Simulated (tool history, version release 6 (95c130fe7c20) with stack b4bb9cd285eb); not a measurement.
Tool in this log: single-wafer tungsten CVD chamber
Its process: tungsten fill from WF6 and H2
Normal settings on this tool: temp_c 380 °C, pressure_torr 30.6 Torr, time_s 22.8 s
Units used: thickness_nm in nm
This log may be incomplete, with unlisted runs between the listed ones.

run	hour	temp_c	pressure_torr	time_s	wafers since the last listed run	hours since the last thermocouple change	hours since the last manometer calibration	hours since the showerhead was replaced	hours since the gauge calibration	read-back reference wafer on the same gauge, thickness_nm	thickness_nm
1	0.0	380	30.6	22.8	0	1588.1	1328.8	4946.1	408.7	42.321	40.352
2	21.5	380	30.6	22.8	542	1609.6	1350.3	4967.6	430.2	42.311	40.371
3	56.2	380	30.6	22.8	875	1644.3	1385.0	5002.3	464.9	42.284	40.429
4	88.0	375	30.6	22.8	802	1676.1	1416.8	5034.1	496.7	42.321	36.395
5	103.2	375	30.6	22.8	383	1691.3	1432.0	5049.3	511.9	42.304	36.526
6	131.5	373	30.6	22.8	714	1719.6	1460.3	5077.6	540.2	42.254	35.060
7	150.8	373	30.6	22.8	487	1738.9	1479.6	5096.9	559.5	42.239	35.239
8	180.2	388	30.6	22.8	741	1768.3	1509.0	5126.3	588.9	42.254	46.565
9	202.1	380	30.6	19.6	552	1790.2	1530.9	5148.2	610.8	42.325	34.292
10	220.9	380	30.6	19.6	474	1809.0	1549.7	5167.0	629.6	42.285	34.526
11	245.4	380	30.6	19.6	618	1833.5	1574.2	5191.5	654.1	42.283	34.430
# hour 256.1: gauge calibrated
12	280.8	369	30.6	22.8	893	1868.9	1609.6	5226.9	24.7	42.306	32.066
# hour 295.2: showerhead replaced
# hour 307.1: thermocouple changed; heater temperature recalibrated
13	311.5	380	30.6	22.8	370	4.4	1640.3	16.3	55.4	42.315	44.906
14	339.4	380	36.7	20.3	704	32.3	1668.2	44.2	83.3	42.267	43.368
# hour 380.9: capacitance manometer re-zeroed and calibrated
15	381.4	389	34.3	20.9	858	74.3	0.5	86.2	125.3	42.287	51.201
16	393.3	380	25.5	21.5	300	86.2	12.4	98.1	137.2	42.331	38.572
17	416.4	380	33.6	24.3	582	109.3	35.5	121.2	160.3	42.329	49.590
18	434.5	380	35.2	25.8	456	127.4	53.6	139.3	178.4	42.313	53.760
19	468.7	380	30.6	22.8	863	161.6	87.8	173.5	212.6	42.301	44.426
20	488.4	380	30.6	22.8	497	181.3	107.5	193.2	232.3	42.314	44.376
21	504.6	380	37.0	22.8	408	197.5	123.7	209.4	248.5	42.295	48.663
22	582.8	366	38.0	22.8	1973	275.7	201.9	287.6	326.7	42.339	37.624
23	597.8	368	25.1	21.3	378	290.7	216.9	302.6	341.7	42.334	29.723
24	632.4	380	34.8	26.3	873	325.3	251.5	337.2	376.3	42.292	53.983

5 ways to go on from here, each from the tool as it stands after run 24. What would each give?
A	632.8	380	30.6	22.8	10	325.7	251.9	337.6	376.7	?	?
B	632.8	387	27.0	25.8	10	325.7	251.9	337.6	376.7	?	?
C	632.8	380	24.8	22.8	10	325.7	251.9	337.6	376.7	?	?
D	632.8	365	35.1	22.8	10	325.7	251.9	337.6	376.7	?	?
E	632.8	380	30.6	25.3	10	325.7	251.9	337.6	376.7	?	?

run	read-back reference wafer on the same gauge, thickness_nm	thickness_nm
A	42.290	44.133
B	42.290	53.578
C	42.290	39.971
D	42.290	35.235
E	42.290	48.994
With the hidden condition removed and each run's random variation left untouched, the same runs would have given:
run	thickness_nm
A	44.986
B	54.580
C	40.743
D	35.955
E	49.941
